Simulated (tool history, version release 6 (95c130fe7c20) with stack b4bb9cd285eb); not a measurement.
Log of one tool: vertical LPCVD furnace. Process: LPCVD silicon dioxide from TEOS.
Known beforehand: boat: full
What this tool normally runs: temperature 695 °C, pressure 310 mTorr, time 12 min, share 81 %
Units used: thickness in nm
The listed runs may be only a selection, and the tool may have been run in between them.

run	hour	temperature	pressure	time	share	read-back reference wafer on the same gauge, thickness	thickness
1	0	695	310	12	81	67.5	86.89
2	16.2	695	310	12	81	67.49	86.89
3	29.5	695	310	12	81	67.49	87.06
4	39	695	310	12	71	67.51	81.19
5	52.9	695	310	12	71	67.5	81.45
6	64	695	370	12	81	67.52	94.97
7	80.5	695	370	12	81	67.52	95.25
8	95.6	695	370	12	81	67.46	95.3
# hour 120.3: pressure gauge zeroed
9	120.8	688	310	12	81	67.51	74.03
10	124.8	695	310	12	81	67.5	87.34
11	131.1	695	310	12	81	67.53	87.45
12	145.9	695	310	12	81	67.48	87.19
13	163.6	695	310	12	81	67.49	87.44
14	176.1	701	285	15.5	89	67.52	130.24
15	187.8	695	245	16.5	81	67.5	107.07
# hour 211: gauge calibrated
# hour 214: TEOS flow controller replaced
# hour 229.2: thermocouples replaced and temperature profile calibrated
16	229.7	695	310	12	81	67.49	80.91
17	233.7	695	385	16.5	97	67.53	135.48
18	237.7	686	310	10	76	67.51	52.74
19	241.7	695	310	8.5	81	67.47	57.15
20	245.7	701	310	15.5	67	67.51	108.66
21	249.7	695	310	12	81	67.49	80.59
22	265.3	695	310	12	81	67.51	80.8
23	274.1	695	370	12	81	67.48	88.23
24	282.1	684	310	8.5	88	67.51	45.84
25	299.3	700	235	9.5	91	67.51	66.39
26	310.3	695	310	10	81	67.5	67.45
27	323.4	704	310	16	81	67.52	133.04

For each run, what was the tool's unlogged condition?
true pressure minus gauge reading, mTorr: 0 on each run
deviation of the TEOS flow from its setpoint, %: 0 on each run
gauge reads high (%): 0 on each run
H1: true tube temperature minus thermocouple reading, K
run	H1
1	3.49
2	3.51
3	3.52
4	3.53
5	3.55
6	3.56
7	3.58
8	3.59
9	3.62
10	3.62
11	3.63
12	3.64
13	3.66
14	3.67
15	3.69
16	0.293
17	0.297
18	0.301
19	0.305
20	0.309
21	0.313
22	0.33
23	0.339
24	0.347
25	0.365
26	0.376
27	0.39

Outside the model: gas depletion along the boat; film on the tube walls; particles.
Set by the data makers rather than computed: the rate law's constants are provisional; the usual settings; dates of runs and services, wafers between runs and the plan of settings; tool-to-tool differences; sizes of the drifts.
